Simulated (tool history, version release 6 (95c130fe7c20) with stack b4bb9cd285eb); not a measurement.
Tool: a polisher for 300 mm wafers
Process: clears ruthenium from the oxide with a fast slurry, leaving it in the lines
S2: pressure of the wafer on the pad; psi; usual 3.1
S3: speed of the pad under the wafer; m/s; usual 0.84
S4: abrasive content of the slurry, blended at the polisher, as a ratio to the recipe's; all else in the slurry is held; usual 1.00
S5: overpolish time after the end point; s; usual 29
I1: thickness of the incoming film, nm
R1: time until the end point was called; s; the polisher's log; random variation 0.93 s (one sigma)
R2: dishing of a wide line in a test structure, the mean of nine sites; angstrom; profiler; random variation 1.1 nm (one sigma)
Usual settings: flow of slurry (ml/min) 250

Run 1, hour 0.0: usual settings; I1 170.7. Result: R1 53.7 s, R2 557 angstrom.
Run 2, hour 22.3: usual settings; I1 172.7. Result: R1 55.9 s, R2 541 angstrom.
Run 3, hour 31.2: usual settings but S5 16 s; I1 169.0. Result: R1 46.6 s, R2 364 angstrom.
Run 4, hour 43.8: usual settings but S5 16 s; I1 168.1. Result: R1 47.8 s, R2 375 angstrom.
Run 5, hour 56.5: usual settings but S5 16 s; I1 168.9. Result: R1 47.7 s, R2 370 angstrom.
Run 6, hour 66.6: usual settings but flow of slurry (ml/min) 295, S3 0.90 m/s; I1 172.2. Result: R1 44.0 s, R2 662 angstrom.
Run 7, hour 79.4: usual settings but flow of slurry (ml/min) 295, S3 0.90 m/s; I1 171.8. Result: R1 46.5 s, R2 659 angstrom.
Run 8, hour 96.4: usual settings but S2 4.1 psi; I1 170.3. Result: R1 36.1 s, R2 730 angstrom.
Run 9, hour 110.4: usual settings but flow of slurry (ml/min) 225, S2 2.1 psi; I1 168.7. Result: R1 71.4 s, R2 433 angstrom.
Run 10, hour 123.8: usual settings; I1 170.3. Result: R1 47.9 s, R2 601 angstrom.
Run 11, hour 130.2: usual settings but S5 33 s; I1 170.3. Result: R1 48.1 s, R2 677 angstrom.
Run 12, hour 136.8: usual settings but S2 3.6 psi, S4 1.30; I1 172.5. Result: R1 34.2 s, R2 763 angstrom.
Run 13, hour 146.6: usual settings but S5 20 s; I1 171.9. Result: R1 47.3 s, R2 444 angstrom.
Run 14, hour 158.2: usual settings but flow of slurry (ml/min) 180, S3 1.02 m/s, S4 1.10; I1 169.3. Result: R1 39.7 s, R2 714 angstrom.
Run 15, hour 174.8: usual settings but flow of slurry (ml/min) 315, S4 0.80; I1 171.0. Result: R1 57.0 s, R2 519 angstrom.
Run 16, hour 187.5: usual settings but flow of slurry (ml/min) 275, S2 3.7 psi, S3 1.02 m/s, S5 43 s; I1 168.7. Result: R1 33.1 s, R2 1019 angstrom.
Run 17, hour 204.3: usual settings but flow of slurry (ml/min) 300; I1 168.7. Result: R1 46.7 s, R2 603 angstrom.
Run 18, hour 219.9: usual settings; I1 169.6. Result: R1 47.5 s, R2 595 angstrom.
Run 19, hour 234.0: usual settings but S3 0.74 m/s, S4 0.85, S5 35 s; I1 171.6. Result: R1 63.3 s, R2 573 angstrom.
Run 20, hour 241.6: usual settings but S5 16 s; I1 170.9. Result: R1 47.7 s, R2 371 angstrom.
Run 21, hour 252.9: usual settings but flow of slurry (ml/min) 195, S2 2.1 psi; I1 167.7. Result: R1 70.7 s, R2 428 angstrom.
Run 22, hour 264.7: usual settings but S4 1.25; I1 172.4. Result: R1 42.1 s, R2 687 angstrom.
Run 23, hour 272.6: usual settings but S2 4.1 psi, S5 42 s; I1 170.6. Result: R1 37.5 s, R2 942 angstrom.
Run 24, hour 284.2: usual settings; I1 171.3. Result: R1 50.3 s, R2 595 angstrom.
Run 25, hour 291.1: usual settings but flow of slurry (ml/min) 220, S2 3.7 psi, S3 1.12 m/s; I1 171.1. Result: R1 32.8 s, R2 808 angstrom.
Run 26, hour 298.3: usual settings; I1 170.5. Result: R1 49.9 s, R2 590 angstrom.
Run 27, hour 331.2: usual settings; I1 170.9. Result: R1 48.5 s, R2 582 angstrom.
Run 28, hour 341.5: usual settings but S2 2.5 psi; I1 170.0. Result: R1 60.5 s, R2 501 angstrom.

Taken out of this log: 7 entries between the listed runs. Where each belongs, and how the hidden state differs across it:
Between runs 1 and 2: worn pad replaced by a new one (hour 19.0)
  slurry flow missing at the pad, %: 50.4 -> 55.5
  measured less the result without the state, R1: +5.9 -> +7.4 s; R2: -55 -> -66 angstrom
Between runs 2 and 3: slurry nozzle cleaned (hour 28.3)
  slurry flow missing at the pad, %: 55.5 -> 2.38
  measured less the result without the state, R1: +7.4 -> +0.1 s; R2: -66 -> -1 angstrom
Between runs 7 and 8: slurry blender recalibrated (hour 82.8)
  slurry flow missing at the pad, %: 3.1 -> 3.67
  measured less the result without the state, R1: +0.2 -> +0.1 s; R2: -2 -> -2 angstrom
Between runs 9 and 10: worn pad replaced by a new one (hour 114.8)
  slurry flow missing at the pad, %: 4.25 -> 4.91
  measured less the result without the state, R1: +0.4 -> +0.3 s; R2: -2 -> -3 angstrom
Between runs 17 and 18: worn pad replaced by a new one (hour 218.5)
  slurry flow missing at the pad, %: 11 -> 12.6
  measured less the result without the state, R1: +0.6 -> +0.8 s; R2: -5 -> -8 angstrom
Between runs 18 and 19: slurry blender recalibrated (hour 226.5)
  slurry flow missing at the pad, %: 12.6 -> 14.1
  measured less the result without the state, R1: +0.8 -> +1.2 s; R2: -8 -> -9 angstrom
Between runs 27 and 28: worn pad replaced by a new one (hour 341.0)
  slurry flow missing at the pad, %: 27.9 -> 29.7
  measured less the result without the state, R1: +2.1 -> +2.8 s; R2: -20 -> -21 angstrom

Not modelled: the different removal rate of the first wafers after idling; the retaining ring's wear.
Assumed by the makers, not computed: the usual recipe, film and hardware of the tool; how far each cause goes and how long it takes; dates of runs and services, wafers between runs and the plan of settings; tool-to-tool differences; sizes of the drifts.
